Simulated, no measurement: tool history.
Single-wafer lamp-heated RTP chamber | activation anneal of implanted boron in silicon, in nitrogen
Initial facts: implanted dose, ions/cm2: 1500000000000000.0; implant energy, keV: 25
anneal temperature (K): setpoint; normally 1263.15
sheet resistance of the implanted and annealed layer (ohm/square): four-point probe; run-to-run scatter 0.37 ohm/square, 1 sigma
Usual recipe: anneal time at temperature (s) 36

| run | hour | anneal temperature (K) | anneal time at temperature (s) | read-back reference wafer on the same gauge, sheet resistance | sheet resistance of the implanted and annealed layer (ohm/square) |
|---|---|---|---|---|---|
| 1 | 0.0 | 1263.15 | 36 | 76.20 | 83.31 |
| 2 | 27.2 | 1254.15 | 36 | 76.17 | 86.52 |
| 3 | 93.9 | 1254.15 | 36 | 76.34 | 86.05 |
| 4 | 135.4 | 1263.15 | 36 | 76.43 | 81.98 |
| 5 | 203.9 | 1263.15 | 36 | 76.41 | 82.34 |
| 6 | 254.7 | 1263.15 | 36 | 76.34 | 82.35 |
|  | 369.0 | gauge calibrated |
| 7 | 449.8 | 1263.15 | 36 | 76.46 | 80.74 |
| 8 | 488.3 | 1263.15 | 36 | 76.41 | 80.38 |
|  | 504.7 | reflector plate cleaned |
| 9 | 515.5 | 1263.15 | 36 | 76.35 | 80.20 |
|  | 549.1 | pyrometer window cleaned and pyrometer calibrated |
| 10 | 554.3 | 1263.15 | 36 | 76.23 | 83.26 |
| 11 | 582.9 | 1263.15 | 36 | 76.31 | 82.35 |
| 12 | 617.5 | 1263.15 | 36 | 76.33 | 82.89 |
| 13 | 673.1 | 1254.15 | 47 | 76.29 | 84.29 |
| 14 | 738.7 | 1279.15 | 36 | 76.34 | 78.78 |
| 15 | 782.0 | 1263.15 | 36 | 76.32 | 81.72 |
| 16 | 828.5 | 1263.15 | 36 | 76.27 | 81.54 |
| 17 | 854.3 | 1263.15 | 36 | 76.29 | 81.53 |
| 18 | 923.1 | 1263.15 | 36 | 76.26 | 81.47 |
| 19 | 993.9 | 1242.15 | 15 | 76.32 | 92.96 |
| 20 | 1039.7 | 1263.15 | 56 | 76.34 | 79.75 |
| 21 | 1067.0 | 1263.15 | 36 | 76.31 | 80.63 |
|  | 1128.0 | pyrometer window cleaned and pyrometer calibrated |
| 22 | 1132.3 | 1243.15 | 50 | 76.20 | 89.95 |
| 23 | 1192.1 | 1263.15 | 36 | 76.35 | 82.93 |
| 24 | 1257.5 | 1254.15 | 47 | 76.14 | 83.65 |
| 25 | 1321.8 | 1255.15 | 47 | 76.31 | 83.47 |
| 26 | 1366.5 | 1252.15 | 19 | 76.50 | 88.29 |
| 27 | 1403.1 | 1273.15 | 36 | 76.25 | 79.62 |
| 28 | 1436.4 | 1271.15 | 15 | 76.29 | 82.21 |
| 29 | 1471.5 | 1276.15 | 19 | 76.37 | 80.12 |
| 30 | 1547.4 | 1234.15 | 36 | 76.26 | 91.97 |
| 31 | 1677.0 | 1263.15 | 52 | 76.25 | 79.24 |
|  | 1709.4 | pyrometer window cleaned and pyrometer calibrated |
| 32 | 1733.1 | 1243.15 | 57 | 76.27 | 89.56 |
| 33 | 1765.8 | 1263.15 | 36 | 76.40 | 83.04 |
| 34 | 1825.9 | 1263.15 | 36 | 76.49 | 82.45 |
|  | 1867.8 | reflector plate cleaned |
| 35 | 1874.3 | 1263.15 | 36 | 76.27 | 82.20 |
| 36 | 1933.0 | 1236.15 | 36 | 76.35 | 94.15 |
| 37 | 1999.7 | 1287.15 | 22 | 76.20 | 78.73 |

Below are 4 alternative next runs, each starting from the tool's condition after run 37. Predict each:
| A | 2000.1 | 1263.15 | 36 | ? | ? |
| B | 2000.1 | 1289.15 | 55 | ? | ? |
| C | 2000.1 | 1241.15 | 36 | ? | ? |
| D | 2000.1 | 1285.15 | 48 | ? | ? |

| run | read-back reference wafer on the same gauge, sheet resistance | sheet resistance of the implanted and annealed layer (ohm/square) |
|---|---|---|
| A | 76.28 | 81.70 |
| B | 76.28 | 76.51 |
| C | 76.28 | 90.13 |
| D | 76.28 | 77.25 |
With no hidden state in the tool, these same runs would have given:
| run | sheet resistance of the implanted and annealed layer (ohm/square) |
|---|---|
| A | 83.52 |
| B | 77.27 |
| C | 93.96 |
| D | 78.08 |
